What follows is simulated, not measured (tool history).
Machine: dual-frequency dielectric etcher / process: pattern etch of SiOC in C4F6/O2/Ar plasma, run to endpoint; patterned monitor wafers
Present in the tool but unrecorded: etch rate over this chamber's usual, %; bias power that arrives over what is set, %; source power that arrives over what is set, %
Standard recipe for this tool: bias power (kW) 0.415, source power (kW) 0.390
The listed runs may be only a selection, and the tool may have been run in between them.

run,day,bias power (kW),source power (kW),wafers since the last listed run,hours since the last wet clean,hours since the last bias power generator calibration,hours since the last source power generator calibration,hours since the last upper electrode change,"incoming incoming film thickness, nm",endpoint time (s)
1,0.000,0.389,0.390,0,174.5,3405.6,2639.8,1442.0,41.05,14.9
2,0.521,0.415,0.390,166,187.0,3418.1,2652.3,1454.5,40.89,14.7
3,1.900,0.415,0.390,441,220.1,3451.2,2685.4,1487.6,41.07,14.8
4,2.588,0.445,0.430,220,236.6,3467.7,2701.9,1504.1,41.41,14.1
5,3.133,0.445,0.430,174,249.7,3480.8,2715.0,1517.2,40.92,13.9
6,4.100,0.415,0.390,309,272.9,3504.0,2738.2,1540.4,41.29,14.7
7,4.767,0.415,0.390,213,288.9,3520.0,2754.2,1556.4,41.04,14.7
8,6.050,0.392,0.390,410,319.7,3550.8,2785.0,1587.2,40.86,14.9
9,7.033,0.392,0.390,314,343.3,3574.4,2808.6,1610.8,40.55,14.6
10,8.217,0.415,0.390,378,371.7,3602.8,2837.0,1639.2,41.48,14.8
11,9.612,0.415,0.390,446,405.2,3636.3,2870.5,1672.7,41.17,14.6
12,10.975,0.415,0.390,436,437.9,3669.0,2903.2,1705.4,41.22,14.5
13,12.146,0.415,0.390,374,466.0,3697.1,2931.3,1733.5,41.27,14.6
14,12.900,0.415,0.390,241,484.1,3715.2,2949.4,1751.6,41.09,14.4
15,14.108,0.415,0.390,386,513.1,3744.2,2978.4,1780.6,41.09,14.3
16,14.754,0.378,0.330,206,528.6,3759.7,2993.9,1796.1,40.99,15.7
# day 15.200: bias power generator calibrated
17,15.375,0.415,0.390,145,543.5,4.2,3008.8,1811.0,40.85,14.2
18,16.150,0.415,0.390,248,562.1,22.8,3027.4,1829.6,40.93,14.3
# day 16.617: source power generator calibrated
19,17.400,0.415,0.320,346,592.1,52.8,18.8,1859.6,41.38,15.6
# day 20.958: wet clean of the chamber
20,21.667,0.415,0.390,1045,17.0,155.2,121.2,1962.0,40.67,14.8
# day 23.171: upper electrode replaced
21,23.192,0.511,0.390,168,53.6,191.8,157.8,0.5,40.99,13.8
22,24.146,0.415,0.430,305,76.5,214.7,180.7,23.4,41.06,14.3
23,24.646,0.415,0.390,160,88.5,226.7,192.7,35.4,41.18,14.9
24,26.029,0.415,0.310,442,121.7,259.9,225.9,68.6,41.56,16.2
25,27.242,0.415,0.440,388,150.8,289.0,255.0,97.7,41.16,14.1
26,28.154,0.465,0.460,292,172.7,310.9,276.9,119.6,41.47,13.6
27,29.062,0.493,0.300,290,194.5,332.7,298.7,141.4,40.53,15.2
28,30.388,0.415,0.390,424,226.3,364.5,330.5,173.2,41.17,14.6
29,30.967,0.497,0.390,185,240.2,378.4,344.4,187.1,41.02,13.9
30,32.033,0.368,0.330,341,265.8,404.0,370.0,212.7,40.98,16.0

Predict each of these 4 candidate next runs independently; none follows another, all start after run 30:
A,32.050,0.499,0.390,5,266.2,404.4,370.4,213.1,41.13,?
B,32.050,0.381,0.340,5,266.2,404.4,370.4,213.1,41.13,?
C,32.050,0.517,0.350,5,266.2,404.4,370.4,213.1,41.13,?
D,32.050,0.450,0.310,5,266.2,404.4,370.4,213.1,41.13,?

run,endpoint time (s)
A,13.8
B,15.8
C,14.3
D,15.6
Without the tool's hidden state the same runs would have given:
run,endpoint time (s)
A,14.2
B,16.2
C,14.6
D,16.0
